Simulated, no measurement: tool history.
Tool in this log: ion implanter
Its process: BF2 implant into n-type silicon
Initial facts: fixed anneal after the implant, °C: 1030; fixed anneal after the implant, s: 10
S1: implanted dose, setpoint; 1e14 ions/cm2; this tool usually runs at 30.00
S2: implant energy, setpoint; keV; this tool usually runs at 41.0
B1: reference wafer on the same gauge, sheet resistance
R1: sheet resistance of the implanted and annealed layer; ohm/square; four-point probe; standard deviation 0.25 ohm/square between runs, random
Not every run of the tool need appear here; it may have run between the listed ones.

| run | hour | S1 | S2 | B1 | R1 |
|---|---|---|---|---|---|
| 1 | 0.0 | 30.00 | 30.5 | 100.01 | 124.42 |
| 2 | 42.3 | 30.00 | 47.5 | 100.01 | 97.23 |
| 3 | 125.9 | 30.00 | 47.5 | 100.03 | 96.94 |
| 4 | 229.5 | 30.00 | 47.5 | 100.02 | 96.99 |
|  | 273.8 | Faraday cup replaced and dose calibrated |
| 5 | 307.8 | 24.32 | 41.0 | 99.99 | 107.50 |
| 6 | 370.1 | 24.32 | 41.0 | 100.05 | 107.52 |
| 7 | 693.6 | 24.24 | 36.0 | 99.96 | 115.17 |
| 8 | 788.6 | 30.00 | 44.5 | 99.99 | 100.85 |
| 9 | 999.9 | 30.00 | 44.5 | 99.99 | 101.18 |
| 10 | 1050.1 | 30.00 | 44.5 | 99.96 | 101.09 |
| 11 | 1107.3 | 30.00 | 33.5 | 100.02 | 118.40 |
|  | 1173.6 | extraction supply calibrated |
| 12 | 1174.1 | 30.00 | 33.5 | 99.99 | 118.15 |
| 13 | 1249.0 | 30.00 | 33.5 | 100.02 | 118.21 |
| 14 | 1285.3 | 24.52 | 41.0 | 100.01 | 107.26 |
| 15 | 1390.9 | 30.00 | 41.0 | 99.98 | 105.91 |
| 16 | 1443.0 | 34.90 | 33.0 | 99.97 | 117.60 |
| 17 | 1498.9 | 30.00 | 37.5 | 99.98 | 111.35 |
| 18 | 1575.0 | 22.22 | 28.5 | 100.03 | 130.09 |
| 19 | 1630.9 | 22.73 | 36.5 | 100.00 | 114.86 |
| 20 | 1710.6 | 23.85 | 41.0 | 99.98 | 107.24 |
|  | 1765.6 | Faraday cup replaced and dose calibrated |
| 21 | 1814.0 | 36.13 | 48.0 | 99.98 | 95.20 |
| 22 | 1881.7 | 22.60 | 45.0 | 99.98 | 103.22 |
| 23 | 1976.2 | 30.00 | 41.0 | 100.04 | 105.94 |
|  | 2007.2 | gauge calibrated |
| 24 | 2032.3 | 26.03 | 37.0 | 100.00 | 112.82 |
| 25 | 2113.7 | 24.52 | 41.0 | 100.01 | 107.66 |
| 26 | 2190.8 | 36.77 | 45.5 | 100.04 | 97.82 |
| 27 | 2252.5 | 30.00 | 41.0 | 100.01 | 105.85 |
| 28 | 2342.0 | 27.47 | 54.0 | 99.98 | 90.61 |
| 29 | 2399.9 | 34.25 | 30.5 | 100.01 | 123.23 |
| 30 | 2445.8 | 30.00 | 41.0 | 99.97 | 105.79 |
| 31 | 2541.9 | 22.11 | 45.0 | 100.02 | 103.01 |
| 32 | 2793.8 | 35.43 | 46.0 | 100.03 | 97.86 |
| 33 | 2831.0 | 23.96 | 31.0 | 100.00 | 125.04 |
| 34 | 2882.6 | 25.27 | 53.5 | 100.00 | 92.03 |
| 35 | 2983.2 | 27.45 | 45.5 | 100.05 | 100.60 |
| 36 | 3022.5 | 30.00 | 41.0 | 100.01 | 105.85 |
|  | 3058.3 | extraction supply calibrated |
| 37 | 3071.2 | 30.00 | 31.0 | 100.03 | 123.04 |

Alternative continuations, all from the tool just after run 37; predict every row:
| A | 3071.6 | 27.00 | 41.0 | ? | ? |
| B | 3071.6 | 30.00 | 45.5 | ? | ? |
| C | 3071.6 | 30.00 | 36.0 | ? | ? |
| D | 3071.6 | 26.98 | 31.5 | ? | ? |

| run | B1 | R1 |
|---|---|---|
| A | 100.00 | 106.33 |
| B | 100.00 | 99.48 |
| C | 100.00 | 113.46 |
| D | 100.00 | 122.37 |
Had the tool no hidden state, the same runs would have come out as:
| run | R1 |
|---|---|
| A | 106.33 |
| B | 99.48 |
| C | 113.46 |
| D | 122.37 |

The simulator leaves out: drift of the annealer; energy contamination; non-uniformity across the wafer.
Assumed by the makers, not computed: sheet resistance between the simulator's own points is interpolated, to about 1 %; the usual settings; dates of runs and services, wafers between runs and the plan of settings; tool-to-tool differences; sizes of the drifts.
